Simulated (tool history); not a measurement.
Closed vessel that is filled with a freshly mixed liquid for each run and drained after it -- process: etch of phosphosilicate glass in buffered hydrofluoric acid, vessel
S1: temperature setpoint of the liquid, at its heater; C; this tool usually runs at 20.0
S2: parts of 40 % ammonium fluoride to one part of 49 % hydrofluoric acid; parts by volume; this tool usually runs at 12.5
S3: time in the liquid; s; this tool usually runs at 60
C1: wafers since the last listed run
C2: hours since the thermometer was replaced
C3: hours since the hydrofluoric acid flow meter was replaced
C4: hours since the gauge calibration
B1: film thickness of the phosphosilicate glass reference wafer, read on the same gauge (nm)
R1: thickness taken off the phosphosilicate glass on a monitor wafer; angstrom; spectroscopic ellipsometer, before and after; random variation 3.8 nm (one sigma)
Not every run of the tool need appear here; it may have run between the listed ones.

Run 1, hour 0.0: usual settings; C1 0; C2 1524.7; C3 172.8; C4 814.6; B1 120.00. Result: R1 3846.3 angstrom.
Run 2, hour 67.2: usual settings; C1 4450; C2 1591.9; C3 240.0; C4 881.8; B1 120.06. Result: R1 3868.1 angstrom.
Run 3, hour 114.7: usual settings but S1 18.0 C; C1 3145; C2 1639.4; C3 287.5; C4 929.3; B1 120.05. Result: R1 3472.8 angstrom.
Run 4, hour 165.0: usual settings but S1 18.0 C; C1 3331; C2 1689.7; C3 337.8; C4 979.6; B1 120.01. Result: R1 3444.1 angstrom.
Run 5, hour 216.5: usual settings but S1 18.0 C; C1 3410; C2 1741.2; C3 389.3; C4 1031.1; B1 119.99. Result: R1 3480.0 angstrom.
Run 6, hour 307.0: usual settings; C1 5993; C2 1831.7; C3 479.8; C4 1121.6; B1 119.99. Result: R1 3820.7 angstrom.
Run 7, hour 353.9: usual settings; C1 3105; C2 1878.6; C3 526.7; C4 1168.5; B1 120.05. Result: R1 3903.0 angstrom.
At hour 408.7: hydrofluoric acid flow meter replaced.
Run 8, hour 455.5: usual settings; C1 6662; C2 1980.2; C3 46.8; C4 1270.1; B1 119.99. Result: R1 3892.9 angstrom.
Run 9, hour 536.3: usual settings; C1 5350; C2 2061.0; C3 127.6; C4 1350.9; B1 120.05. Result: R1 3868.9 angstrom.
Run 10, hour 630.4: usual settings; C1 6231; C2 2155.1; C3 221.7; C4 1445.0; B1 120.03. Result: R1 3869.2 angstrom.
Run 11, hour 727.6: usual settings but S2 10.0 parts by volume; C1 6436; C2 2252.3; C3 318.9; C4 1542.2; B1 120.00. Result: R1 4814.9 angstrom.
At hour 781.7: gauge calibrated.
Run 12, hour 801.7: usual settings but S2 10.0 parts by volume; C1 4907; C2 2326.4; C3 393.0; C4 20.0; B1 120.00. Result: R1 4765.7 angstrom.
Run 13, hour 841.7: usual settings but S2 10.0 parts by volume; C1 2648; C2 2366.4; C3 433.0; C4 60.0; B1 120.02. Result: R1 4731.9 angstrom.
At hour 875.5: hydrofluoric acid flow meter replaced.
Run 14, hour 887.8: usual settings but S1 17.0 C; C1 2986; C2 2412.5; C3 12.3; C4 106.1; B1 119.97. Result: R1 3246.1 angstrom.
Run 15, hour 1208.8: usual settings; C1 21257; C2 2733.5; C3 333.3; C4 427.1; B1 119.97. Result: R1 3779.7 angstrom.
At hour 1253.3: thermometer replaced.
Run 16, hour 1271.9: usual settings; C1 4112; C2 18.6; C3 396.4; C4 490.2; B1 119.97. Result: R1 3875.7 angstrom.
Run 17, hour 1322.3: usual settings but S1 18.5 C; C1 3337; C2 69.0; C3 446.8; C4 540.6; B1 120.01. Result: R1 3544.5 angstrom.
At hour 1392.5: hydrofluoric acid flow meter replaced.
Run 18, hour 1404.8: usual settings but S2 16.5 parts by volume; C1 5397; C2 151.5; C3 12.3; C4 623.1; B1 120.01. Result: R1 2994.7 angstrom.
Run 19, hour 1474.4: usual settings; C1 4609; C2 221.1; C3 81.9; C4 692.7; B1 120.03. Result: R1 3790.7 angstrom.
Run 20, hour 1560.0: usual settings; C1 5668; C2 306.7; C3 167.5; C4 778.3; B1 119.94. Result: R1 3836.2 angstrom.
Run 21, hour 1627.5: usual settings but S1 23.5 C, S2 14.0 parts by volume; C1 4470; C2 374.2; C3 235.0; C4 845.8; B1 119.98. Result: R1 4290.7 angstrom.
Run 22, hour 1679.6: usual settings but S2 8.0 parts by volume, S3 80 s; C1 3450; C2 426.3; C3 287.1; C4 897.9; B1 119.98. Result: R1 7923.1 angstrom.
At hour 1835.2: hydrofluoric acid flow meter replaced.
Run 23, hour 1900.0: usual settings but S1 17.5 C, S2 11.0 parts by volume; C1 14529; C2 646.7; C3 64.8; C4 1118.3; B1 119.98. Result: R1 3773.4 angstrom.
Run 24, hour 1954.7: usual settings but S1 22.0 C, S2 15.5 parts by volume, S3 30 s; C1 3622; C2 701.4; C3 119.5; C4 1173.0; B1 119.95. Result: R1 1751.0 angstrom.
Run 25, hour 2028.3: usual settings but S3 75 s; C1 4874; C2 775.0; C3 193.1; C4 1246.6; B1 120.02. Result: R1 4756.3 angstrom.
Run 26, hour 2080.9: usual settings but S2 15.5 parts by volume, S3 85 s; C1 3483; C2 827.6; C3 245.7; C4 1299.2; B1 120.04. Result: R1 4541.5 angstrom.
Run 27, hour 2126.6: usual settings but S3 45 s; C1 3026; C2 873.3; C3 291.4; C4 1344.9; B1 120.01. Result: R1 2948.1 angstrom.
At hour 2157.2: gauge calibrated.
Run 28, hour 2212.9: usual settings; C1 5715; C2 959.6; C3 377.7; C4 55.7; B1 119.97. Result: R1 3904.1 angstrom.
At hour 2296.5: hydrofluoric acid flow meter replaced.
Run 29, hour 2316.4: usual settings; C1 6787; C2 1063.1; C3 19.9; C4 159.2; B1 119.97. Result: R1 3798.8 angstrom.
Run 30, hour 2390.2: usual settings but S1 17.5 C; C1 4887; C2 1136.9; C3 93.7; C4 233.0; B1 120.00. Result: R1 3366.7 angstrom.

How the hidden state differs across the entries between the runs, from the last listed run before each to the first after it:
After run 7, before run 8: hydrofluoric acid flow meter replaced (hour 408.7)
  both runs share identical hidden conditions
After run 11, before run 12: gauge calibrated (hour 781.7)
  both runs share identical hidden conditions
After run 13, before run 14: hydrofluoric acid flow meter replaced (hour 875.5)
  both runs share identical hidden conditions
After run 15, before run 16: thermometer replaced (hour 1253.3)
  both runs share identical hidden conditions
After run 17, before run 18: hydrofluoric acid flow meter replaced (hour 1392.5)
  both runs share identical hidden conditions
After run 22, before run 23: hydrofluoric acid flow meter replaced (hour 1835.2)
  both runs share identical hidden conditions
After run 27, before run 28: gauge calibrated (hour 2157.2)
  both runs share identical hidden conditions
After run 28, before run 29: hydrofluoric acid flow meter replaced (hour 2296.5)
  both runs share identical hidden conditions
